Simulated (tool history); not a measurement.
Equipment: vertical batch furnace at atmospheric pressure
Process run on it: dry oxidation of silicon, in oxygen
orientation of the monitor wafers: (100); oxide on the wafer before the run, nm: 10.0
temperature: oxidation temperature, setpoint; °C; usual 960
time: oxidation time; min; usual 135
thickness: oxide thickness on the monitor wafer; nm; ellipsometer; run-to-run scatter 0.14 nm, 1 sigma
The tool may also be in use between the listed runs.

run	hour	temperature	time	read-back reference wafer on the same gauge, thickness	thickness
1	0	960	135	72.19	67.5
2	41.8	960	102	72.21	56.07
3	88.9	960	102	72.17	56.19
4	153	960	135	72.21	67.61
5	206.8	960	135	72.2	67.37
6	249.6	960	135	72.23	67.57
7	309	960	164	72.22	76.89
8	377.7	960	164	72.17	77.24
9	447.2	960	164	72.2	77.03
10	501.6	960	106	72.21	57.45
11	550.6	960	106	72.19	57.36
12	583.8	960	135	72.21	67.34
13	611.6	960	135	72.21	67.63
14	678.2	960	135	72.21	67.64
15	728	960	135	72.23	67.45
# hour 733: gauge calibrated
16	884.2	960	135	72.22	67.76
17	927.8	968	186.5	72.2	89.31
18	960.9	967	135	72.21	70.94
19	1086.5	960	164	72.18	77.03
20	1131.6	981	101.5	72.21	64.99

For run 21, what comes out?
# hour 1157.1: boat lift adjusted
21	1179	976	135	?	?

Logged for run 21: read-back reference wafer on the same gauge, thickness 72.22, thickness 77.32 nm.
Had the tool carried no hidden state, the very same run would have given thickness 75.89 nm.
